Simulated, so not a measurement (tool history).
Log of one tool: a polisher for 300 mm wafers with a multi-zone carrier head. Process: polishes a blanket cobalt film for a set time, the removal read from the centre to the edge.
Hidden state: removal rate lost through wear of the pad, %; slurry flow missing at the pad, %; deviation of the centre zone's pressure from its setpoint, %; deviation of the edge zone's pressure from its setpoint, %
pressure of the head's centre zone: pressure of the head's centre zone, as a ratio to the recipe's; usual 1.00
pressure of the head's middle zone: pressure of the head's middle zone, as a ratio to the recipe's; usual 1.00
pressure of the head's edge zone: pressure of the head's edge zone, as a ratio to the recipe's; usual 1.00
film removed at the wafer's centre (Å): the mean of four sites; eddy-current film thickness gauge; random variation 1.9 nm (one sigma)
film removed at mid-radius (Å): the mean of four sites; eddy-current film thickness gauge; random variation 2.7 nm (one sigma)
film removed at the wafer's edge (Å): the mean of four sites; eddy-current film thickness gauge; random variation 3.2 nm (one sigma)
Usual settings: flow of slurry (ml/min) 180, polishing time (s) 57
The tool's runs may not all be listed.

| run | day | flow of slurry (ml/min) | pressure of the head's centre zone | pressure of the head's middle zone | pressure of the head's edge zone | polishing time (s) | wafers since the last listed run | wafers polished on this pad | hours since the slurry nozzle was cleaned | hours since the centre zone pressure was calibrated | hours since the edge zone pressure was calibrated | hours since the carrier head's membrane was replaced | incoming thickness of the incoming film, nm | film removed at the wafer's centre (Å) | film removed at mid-radius (Å) | film removed at the wafer's edge (Å) |
|---|---|---|---|---|---|---|---|---|---|---|---|---|---|---|---|---|
| 1 | 0.000 | 180 | 1.00 | 1.00 | 1.00 | 57 | 0 | 665 | 174.8 | 691.7 | 582.1 | 825.7 | 1296.0 | 2130 | 2113 | 2179 |
| 2 | 0.400 | 180 | 1.00 | 1.00 | 1.00 | 57 | 111 | 776 | 184.4 | 701.3 | 591.7 | 835.3 | 1308.9 | 2132 | 2098 | 2178 |
|  | 1.225 | worn pad replaced by a new one |
| 3 | 1.621 | 180 | 1.00 | 1.00 | 1.00 | 57 | 294 | 110 | 213.7 | 730.6 | 621.0 | 864.6 | 1314.8 | 2124 | 2060 | 2132 |
| 4 | 2.362 | 180 | 1.00 | 1.00 | 1.00 | 57 | 207 | 318 | 231.5 | 748.4 | 638.8 | 882.4 | 1316.5 | 2130 | 2073 | 2149 |
| 5 | 2.821 | 180 | 1.00 | 1.00 | 1.00 | 57 | 127 | 446 | 242.5 | 759.4 | 649.8 | 893.4 | 1343.3 | 2138 | 2066 | 2161 |
| 6 | 3.554 | 180 | 1.00 | 1.00 | 1.09 | 57 | 204 | 650 | 260.1 | 777.0 | 667.4 | 911.0 | 1314.8 | 2068 | 2020 | 2176 |
| 7 | 3.842 | 180 | 1.00 | 1.00 | 1.09 | 57 | 80 | 731 | 267.0 | 783.9 | 674.3 | 917.9 | 1338.7 | 2099 | 2033 | 2140 |
|  | 3.983 | slurry nozzle cleaned |
| 8 | 4.233 | 180 | 1.00 | 1.00 | 1.09 | 57 | 97 | 828 | 6.0 | 793.3 | 683.7 | 927.3 | 1291.2 | 2188 | 2100 | 2216 |
|  | 4.733 | worn pad replaced by a new one |
| 9 | 4.904 | 180 | 1.00 | 1.00 | 1.00 | 57 | 140 | 48 | 22.1 | 809.4 | 699.8 | 943.4 | 1336.0 | 2210 | 2106 | 2198 |

Run 10 comes next. What will it give?
| 10 | 5.450 | 180 | 1.08 | 0.95 | 1.00 | 69 | 152 | 200 | 35.2 | 822.5 | 712.9 | 956.5 | 1338.9 | ? | ? | ? |

film removed at the wafer's centre (Å): 2830
film removed at mid-radius (Å): 2497
film removed at the wafer's edge (Å): 2578
Without the tool's hidden state the same run would have given film removed at the wafer's centre (Å) 2834, film removed at mid-radius (Å) 2501, film removed at the wafer's edge (Å) 2581.
